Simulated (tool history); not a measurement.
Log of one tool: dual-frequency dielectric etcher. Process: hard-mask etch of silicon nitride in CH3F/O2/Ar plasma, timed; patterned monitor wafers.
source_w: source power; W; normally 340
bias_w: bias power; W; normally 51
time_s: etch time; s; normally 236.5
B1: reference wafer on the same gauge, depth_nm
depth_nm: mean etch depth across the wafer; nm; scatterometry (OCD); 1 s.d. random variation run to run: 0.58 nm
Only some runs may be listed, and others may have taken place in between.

run 1 hour=0.0 | source_w=340 bias_w=51 time_s=236.5 | B1=128.6 | depth_nm=138.3
run 2 hour=16.5 | source_w=340 bias_w=51 time_s=236.5 | B1=128.9 | depth_nm=137.9
run 3 hour=36.0 | source_w=340 bias_w=51 time_s=236.5 | B1=129.0 | depth_nm=137.3
run 4 hour=49.9 | source_w=360 bias_w=51 time_s=292.0 | B1=129.0 | depth_nm=173.8
run 5 hour=77.9 | source_w=360 bias_w=51 time_s=292.0 | B1=129.2 | depth_nm=173.1
run 6 hour=104.4 | source_w=360 bias_w=51 time_s=292.0 | B1=129.5 | depth_nm=175.5
run 7 hour=127.0 | source_w=280 bias_w=43 time_s=236.5 | B1=129.6 | depth_nm=121.7
run 8 hour=161.7 | source_w=340 bias_w=51 time_s=273.0 | B1=129.9 | depth_nm=161.1
run 9 hour=191.0 | source_w=410 bias_w=62 time_s=261.5 | B1=130.0 | depth_nm=180.3
run 10 hour=211.1 | source_w=310 bias_w=44 time_s=269.0 | B1=130.4 | depth_nm=145.3
run 11 hour=227.0 | source_w=420 bias_w=54 time_s=206.5 | B1=130.4 | depth_nm=133.1
run 12 hour=242.9 | source_w=340 bias_w=51 time_s=236.5 | B1=130.4 | depth_nm=141.1
run 13 hour=268.9 | source_w=340 bias_w=51 time_s=236.5 | B1=130.7 | depth_nm=140.3
-- hour=281.9 bias power generator calibrated
run 14 hour=293.2 | source_w=400 bias_w=51 time_s=236.5 | B1=130.7 | depth_nm=147.6
run 15 hour=326.7 | source_w=360 bias_w=51 time_s=292.0 | B1=130.7 | depth_nm=175.9
run 16 hour=342.3 | source_w=340 bias_w=51 time_s=236.5 | B1=130.9 | depth_nm=139.7
run 17 hour=356.5 | source_w=340 bias_w=43 time_s=236.5 | B1=130.9 | depth_nm=128.2
-- hour=387.6 wet clean of the chamber
run 18 hour=388.1 | source_w=280 bias_w=41 time_s=236.5 | B1=130.9 | depth_nm=120.3
run 19 hour=410.1 | source_w=310 bias_w=56 time_s=216.0 | B1=131.2 | depth_nm=131.4
run 20 hour=435.1 | source_w=340 bias_w=58 time_s=257.5 | B1=131.3 | depth_nm=164.5
-- hour=462.9 upper electrode replaced
-- hour=467.8 source power generator calibrated
run 21 hour=468.5 | source_w=340 bias_w=38 time_s=236.5 | B1=131.2 | depth_nm=122.0
run 22 hour=480.8 | source_w=340 bias_w=51 time_s=206.0 | B1=131.3 | depth_nm=122.8
run 23 hour=505.3 | source_w=340 bias_w=39 time_s=294.0 | B1=131.4 | depth_nm=151.6
run 24 hour=539.1 | source_w=420 bias_w=40 time_s=236.5 | B1=131.2 | depth_nm=131.9
run 25 hour=556.7 | source_w=340 bias_w=51 time_s=236.5 | B1=131.4 | depth_nm=141.2
run 26 hour=588.3 | source_w=270 bias_w=40 time_s=236.5 | B1=131.5 | depth_nm=116.9
run 27 hour=616.3 | source_w=340 bias_w=42 time_s=204.5 | B1=131.6 | depth_nm=110.9
run 28 hour=639.3 | source_w=400 bias_w=60 time_s=213.0 | B1=131.5 | depth_nm=143.9
run 29 hour=745.4 | source_w=340 bias_w=51 time_s=258.5 | B1=131.5 | depth_nm=154.8

Exercise: give the hidden state of the tool at every run:
etch rate over this chamber's usual, %: 0 on each run
source power that arrives over what is set, %: 0 on each run
bias power that arrives over what is set, %: 0 on each run
H1: gauge reads high (%)
run=1 H1=0.424
run=2 H1=0.562
run=3 H1=0.716
run=4 H1=0.82
run=5 H1=1.02
run=6 H1=1.19
run=7 H1=1.32
run=8 H1=1.51
run=9 H1=1.65
run=10 H1=1.74
run=11 H1=1.81
run=12 H1=1.87
run=13 H1=1.97
run=14 H1=2.05
run=15 H1=2.16
run=16 H1=2.2
run=17 H1=2.24
run=18 H1=2.32
run=19 H1=2.37
run=20 H1=2.43
run=21 H1=2.5
run=22 H1=2.52
run=23 H1=2.56
run=24 H1=2.61
run=25 H1=2.64
run=26 H1=2.68
run=27 H1=2.72
run=28 H1=2.74
run=29 H1=2.84

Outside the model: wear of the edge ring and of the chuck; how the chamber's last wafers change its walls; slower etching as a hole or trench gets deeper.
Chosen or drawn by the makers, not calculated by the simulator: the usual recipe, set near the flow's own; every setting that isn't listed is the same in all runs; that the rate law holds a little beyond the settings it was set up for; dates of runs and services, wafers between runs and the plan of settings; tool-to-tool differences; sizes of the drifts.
